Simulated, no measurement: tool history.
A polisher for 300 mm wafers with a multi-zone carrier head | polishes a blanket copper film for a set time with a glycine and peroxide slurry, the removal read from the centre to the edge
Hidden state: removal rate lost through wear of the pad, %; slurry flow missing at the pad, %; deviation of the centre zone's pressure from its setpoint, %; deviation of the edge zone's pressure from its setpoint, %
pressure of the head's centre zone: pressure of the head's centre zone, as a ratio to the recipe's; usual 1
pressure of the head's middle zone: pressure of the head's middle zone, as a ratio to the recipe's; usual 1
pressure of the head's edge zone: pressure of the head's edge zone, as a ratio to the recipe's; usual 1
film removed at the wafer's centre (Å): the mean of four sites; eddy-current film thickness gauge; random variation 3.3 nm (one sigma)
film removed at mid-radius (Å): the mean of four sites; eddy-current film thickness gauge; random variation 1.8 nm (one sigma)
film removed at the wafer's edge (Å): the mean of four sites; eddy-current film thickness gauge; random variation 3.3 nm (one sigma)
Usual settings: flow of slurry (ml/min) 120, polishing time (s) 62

run   hour  flow of slurry (ml/min)  pressure of the head's centre zone  pressure of the head's middle zone  pressure of the head's edge zone  polishing time (s)  wafers since the last listed run  wafers polished on this pad  hours since the slurry nozzle was cleaned  hours since the centre zone pressure was calibrated  hours since the edge zone pressure was calibrated  hours since the carrier head's membrane was replaced  incoming thickness of the incoming film, nm  film removed at the wafer's centre (Å)  film removed at mid-radius (Å)  film removed at the wafer's edge (Å)
  1      0                      120                                   1                                   1                              0.93                  62                                 0                          813                                      213.3                                                 37.7                                                 71                                                1041.7                                       2150.4                                    2041                            2097                                  2076
       7.8  -- carrier head's membrane replaced by a new one
  2   10.8                      120                                   1                                   1                                 1                  62                                68                          881                                      224.1                                                 48.5                                               81.8                                                     3                                       2188.6                                    2006                            2091                                  2062
  3   19.9                      120                                   1                                   1                                 1                  62                               107                          989                                      233.2                                                 57.6                                               90.9                                                  12.1                                         2202                                    2008                            2104                                  2076
      26.9  -- worn pad replaced by a new one
  4   39.2                      120                                1.06                                   1                                 1                  62                               180                          145                                      252.5                                                 76.9                                              110.2                                                  31.4                                         2183                                    2209                            2093                                  2086
  5   56.9                      140                                   1                                   1                                 1                  62                               209                          354                                      270.2                                                 94.6                                              127.9                                                  49.1                                       2205.6                                    2106                            2153                                  2133
      61.3  -- slurry nozzle cleaned
  6   63.9                       95                                   1                                1.05                              1.09                  62                                70                          425                                        2.6                                                101.6                                              134.9                                                  56.1                                       2176.6                                    2193                            2228                                  2229
  7   79.1                      120                                0.92                                0.96                                 1                  62                               179                          604                                       17.8                                                116.8                                              150.1                                                  71.3                                       2171.5                                    2062                            2160                                  2158
  8   95.9                      105                                   1                                   1                                 1                  62                               198                          803                                       34.6                                                133.6                                              166.9                                                  88.1                                       2131.7                                    2155                            2188                                  2108
  9    109                      120                                   1                                0.96                                 1                  76                               154                          958                                       47.7                                                146.7                                                180                                                 101.2                                       2168.6                                    2610                            2661                                  2651
 10  119.3                      145                                0.89                                   1                                 1                  62                               121                         1079                                         58                                                  157                                              190.3                                                 111.5                                       2209.7                                    2010                            2269                                  2212
 11  130.3                      120                                1.09                                   1                               1.1                  62                               129                         1209                                         69                                                  168                                              201.3                                                 122.5                                       2159.1                                    2353                            2183                                  2207
     136.6  -- worn pad replaced by a new one
 12  138.3                      120                                1.07                                1.04                                 1                  62                                47                           20                                         77                                                  176                                              209.3                                                 130.5                                       2124.9                                    2292                            2219                                  2128
 13  150.4                      120                                0.95                                   1                              1.12                  62                               142                          163                                       89.1                                                188.1                                              221.4                                                 142.6                                       2139.1                                    2041                            2179                                  2259
 14  165.9                      100                                   1                                0.95                                 1                  62                               183                          346                                      104.6                                                203.6                                              236.9                                                 158.1                                       2174.8                                    2013                            1993                                  2063
 15  173.1                      120                                   1                                   1                                 1                  62                                85                          431                                      111.8                                                210.8                                              244.1                                                 165.3                                       2207.3                                    2074                            2127                                  2113
 16  180.5                      120                                   1                                   1                                 1                  62                                87                          519                                      119.2                                                218.2                                              251.5                                                 172.7                                       2193.5                                    2102                            2107                                  2120
 17  195.3                      120                                0.93                                1.06                              0.92                  76                               174                          694                                        134                                                  233                                              266.3                                                 187.5                                       2174.8                                    2382                            2628                                  2516
 18  205.7                      145                                   1                                   1                              1.08                  62                               122                          816                                      144.4                                                243.4                                              276.7                                                 197.9                                       2177.6                                    2218                            2152                                  2290
 19  222.6                      140                                   1                                0.96                              1.09                  41                               199                         1016                                      161.3                                                260.3                                              293.6                                                 214.8                                       2158.7                                    1397                            1392                                  1502
     238.8  -- worn pad replaced by a new one
 20  239.5                      145                                1.12                                   1                                 1                  71                               152                            8                                      178.2                                                277.2                                              310.5                                                 231.7                                         2160                                    2742                            2504                                  2457
 21  253.5                       95                                1.06                                0.96                                 1                  48                               165                          174                                      192.2                                                291.2                                              324.5                                                 245.7                                       2158.5                                    1583                            1506                                  1549
 22  263.6                      120                                   1                                   1                                 1                  53                               119                          293                                      202.3                                                301.3                                              334.6                                                 255.8                                       2177.2                                    1759                            1783                                  1778

The tool's hidden state at each run:
removal rate lost through wear of the pad, %: 0 in every run
deviation of the centre zone's pressure from its setpoint, %: 0 in every run
deviation of the edge zone's pressure from its setpoint, %: 0 in every run
H1: slurry flow missing at the pad, %
run    H1
  1  37.6
  2  38.1
  3  38.5
  4  39.2
  5  39.7
  6  3.21
  7  9.02
  8  14.5
  9  18.1
 10  20.7
 11  23.2
 12  24.8
 13    27
 14  29.5
 15  30.5
 16  31.5
 17  33.3
 18  34.3
 19  35.9
 20  37.2
 21  38.1
 22  38.7
